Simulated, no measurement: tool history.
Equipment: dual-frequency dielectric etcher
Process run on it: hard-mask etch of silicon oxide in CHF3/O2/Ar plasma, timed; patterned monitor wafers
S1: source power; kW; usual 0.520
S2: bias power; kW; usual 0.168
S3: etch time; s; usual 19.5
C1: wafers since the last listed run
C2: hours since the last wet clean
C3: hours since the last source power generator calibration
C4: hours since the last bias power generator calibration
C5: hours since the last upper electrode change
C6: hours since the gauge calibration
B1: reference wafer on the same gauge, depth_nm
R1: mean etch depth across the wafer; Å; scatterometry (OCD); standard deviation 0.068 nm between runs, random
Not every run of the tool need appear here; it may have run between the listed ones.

run,hour,S1,S2,S3,C1,C2,C3,C4,C5,C6,B1,R1
1,0.0,0.520,0.168,19.5,0,524.0,1219.5,2415.3,1036.3,964.4,29.30,306.2
# hour 43.1: wet clean of the chamber
2,96.2,0.520,0.168,19.5,1299,53.1,1315.7,2511.5,1132.5,1060.6,29.31,312.3
3,182.3,0.520,0.168,19.5,1549,139.2,1401.8,2597.6,1218.6,1146.7,29.31,312.4
4,238.5,0.520,0.189,19.5,1011,195.4,1458.0,2653.8,1274.8,1202.9,29.31,320.4
5,320.3,0.520,0.189,19.5,1472,277.2,1539.8,2735.6,1356.6,1284.7,29.30,320.5
6,418.9,0.520,0.189,19.5,1774,375.8,1638.4,2834.2,1455.2,1383.3,29.30,318.9
7,460.9,0.520,0.168,19.5,755,417.8,1680.4,2876.2,1497.2,1425.3,29.31,308.9
# hour 648.1: wet clean of the chamber
8,774.1,0.520,0.168,19.5,5204,126.0,1993.6,3189.4,1810.4,1738.5,29.30,311.9
9,854.4,0.520,0.168,22.5,1445,206.3,2073.9,3269.7,1890.7,1818.8,29.30,358.5
10,899.7,0.520,0.168,22.5,815,251.6,2119.2,3315.0,1936.0,1864.1,29.30,358.1
11,961.2,0.520,0.168,22.5,1106,313.1,2180.7,3376.5,1997.5,1925.6,29.30,357.1
12,1067.9,0.450,0.139,13.5,1920,419.8,2287.4,3483.2,2104.2,2032.3,29.30,197.8
13,1121.8,0.520,0.168,22.5,970,473.7,2341.3,3537.1,2158.1,2086.2,29.31,355.1
14,1213.8,0.420,0.183,16.5,1655,565.7,2433.3,3629.1,2250.1,2178.2,29.31,253.5
# hour 1248.5: wet clean of the chamber
15,1317.5,0.450,0.168,19.5,1434,69.0,2537.0,3732.8,2353.8,2281.9,29.31,306.7
16,1398.1,0.430,0.168,19.5,1450,149.6,2617.6,3813.4,2434.4,2362.5,29.30,301.4
17,1457.9,0.520,0.184,19.5,1076,209.4,2677.4,3873.2,2494.2,2422.3,29.29,321.3
18,1676.3,0.590,0.145,25.0,3930,427.8,2895.8,4091.6,2712.6,2640.7,29.29,393.7
# hour 1725.6: bias power generator calibrated
19,1783.8,0.520,0.168,22.0,1862,535.3,3003.3,58.2,2820.1,2748.2,29.29,347.7
# hour 1811.8: source power generator calibrated
# hour 1835.0: wet clean of the chamber
20,1888.1,0.600,0.187,19.5,1387,53.1,76.3,162.5,2924.4,2852.5,29.29,331.0
# hour 1938.0: upper electrode replaced, of another model than before
21,1939.7,0.520,0.133,19.5,496,104.7,127.9,214.1,1.7,2904.1,29.30,301.0
# hour 1985.5: gauge calibrated
22,1987.3,0.550,0.168,17.0,856,152.3,175.5,261.7,49.3,1.8,29.30,277.3
23,2078.7,0.460,0.168,19.5,1644,243.7,266.9,353.1,140.7,93.2,29.29,300.6
24,2127.9,0.560,0.168,16.0,885,292.9,316.1,402.3,189.9,142.4,29.29,260.8
25,2196.0,0.520,0.168,19.5,1225,361.0,384.2,470.4,258.0,210.5,29.30,309.3
26,2428.4,0.640,0.130,23.0,4182,593.4,616.6,702.8,490.4,442.9,29.30,370.4
27,2468.3,0.520,0.200,14.5,718,633.3,656.5,742.7,530.3,482.8,29.31,235.4
# hour 2529.0: wet clean of the chamber
28,2722.6,0.520,0.168,22.5,4144,193.6,910.8,997.0,784.6,737.1,29.30,360.4
29,2791.4,0.650,0.127,19.5,1238,262.4,979.6,1065.8,853.4,805.9,29.29,319.7

4 options for the next run, each taken on its own from the tool as it stands now. Forecast them:
A,2791.8,0.520,0.199,19.5,7,262.8,980.0,1066.2,853.8,806.3,?,?
B,2791.8,0.450,0.134,25.5,7,262.8,980.0,1066.2,853.8,806.3,?,?
C,2791.8,0.430,0.183,19.5,7,262.8,980.0,1066.2,853.8,806.3,?,?
D,2791.8,0.580,0.196,24.5,7,262.8,980.0,1066.2,853.8,806.3,?,?

run,B1,R1
A,29.30,320.3
B,29.30,371.2
C,29.30,296.7
D,29.30,415.4
With no hidden state in the tool, these same runs would have given:
run,R1
A,324.2
B,375.8
C,300.3
D,420.5

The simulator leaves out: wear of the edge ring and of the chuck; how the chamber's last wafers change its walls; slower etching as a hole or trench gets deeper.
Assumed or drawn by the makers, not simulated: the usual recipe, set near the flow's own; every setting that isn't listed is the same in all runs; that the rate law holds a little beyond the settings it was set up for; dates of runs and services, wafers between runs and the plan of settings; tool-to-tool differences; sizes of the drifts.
